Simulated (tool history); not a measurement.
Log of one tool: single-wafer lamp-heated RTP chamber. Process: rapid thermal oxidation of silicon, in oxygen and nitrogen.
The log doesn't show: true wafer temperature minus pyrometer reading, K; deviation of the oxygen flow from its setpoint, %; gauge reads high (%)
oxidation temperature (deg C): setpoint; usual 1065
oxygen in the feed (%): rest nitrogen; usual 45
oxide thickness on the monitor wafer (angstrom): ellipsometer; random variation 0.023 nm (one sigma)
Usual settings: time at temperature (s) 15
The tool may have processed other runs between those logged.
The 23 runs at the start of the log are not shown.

run    hour  oxidation temperature (deg C)  time at temperature (s)  oxygen in the feed (%)  wafers since the last listed run  wafers since the last pyrometer calibration  hours since the oxygen flow controller was replaced  hours since the gauge calibration  read-back reference wafer on the same gauge, thickness  oxide thickness on the monitor wafer (angstrom)
 24  1855.5                           1065                       15                      45                               555                                         4203                                               2840.8                             1232.8                                                   3.551                                            38.92
 25  1909.6                           1065                       15                      45                               506                                         4710                                               2894.9                             1286.9                                                   3.547                                             39.3
 26  1990.9                           1080                       21                      58                               761                                         5472                                               2976.2                             1368.2                                                   3.544                                            53.88
 27  2061.9                           1094                        9                      57                               665                                         6137                                               3047.2                             1439.2                                                   3.547                                             41.7
 28  2113.4                           1093                       20                      67                               482                                         6619                                               3098.7                             1490.7                                                    3.55                                             60.6
       2231  -- pyrometer window cleaned and pyrometer calibrated
     2335.1  -- oxygen flow controller replaced
 29  2360.9                           1065                       15                      45                              2168                                         1141                                                 25.8                             1738.2                                                   3.554                                            39.02
 30  2488.7                           1036                       15                      53                              1197                                         2339                                                153.6                               1866                                                   3.551                                            34.85
     2550.6  -- gauge calibrated
 31  2558.6                           1065                       15                      35                               654                                         2993                                                223.5                                  8                                                   3.553                                            36.37
 32    2855                           1065                       15                      58                              2776                                         5770                                                519.9                              304.4                                                   3.552                                            42.83
 33  2940.8                           1092                       15                      45                               803                                         6574                                                605.7                              390.2                                                   3.548                                            46.62
 34  3012.2                           1050                       13                      17                               668                                         7243                                                677.1                              461.6                                                   3.547                                            26.99
 35  3093.2                           1044                       19                      54                               758                                         8002                                                758.1                              542.6                                                   3.553                                            40.19
 36    3195                           1065                       15                      45                               953                                         8955                                                859.9                              644.4                                                   3.549                                            39.69

Forecast each of these 5 alternatives for the next run:
  A  3195.4                           1065                       15                      45                                 3                                         8959                                                860.3                              644.8                                                       ?                                                ?
  B  3195.4                           1082                       17                      75                                 3                                         8959                                                860.3                              644.8                                                       ?                                                ?
  C  3195.4                           1041                       10                      45                                 3                                         8959                                                860.3                              644.8                                                       ?                                                ?
  D  3195.4                           1089                       15                      65                                 3                                         8959                                                860.3                              644.8                                                       ?                                                ?
  E  3195.4                           1040                        8                      45                                 3                                         8959                                                860.3                              644.8                                                       ?                                                ?

run  read-back reference wafer on the same gauge, thickness  oxide thickness on the monitor wafer (angstrom)
  A                                                   3.548                                            39.77
  B                                                   3.548                                            55.29
  C                                                   3.548                                            30.12
  D                                                   3.548                                            52.32
  E                                                   3.548                                            28.11
Without the tool's hidden state the same runs would have given:
run  oxide thickness on the monitor wafer (angstrom)
  A                                            38.73
  B                                            53.77
  C                                            29.45
  D                                            50.91
  E                                            27.53
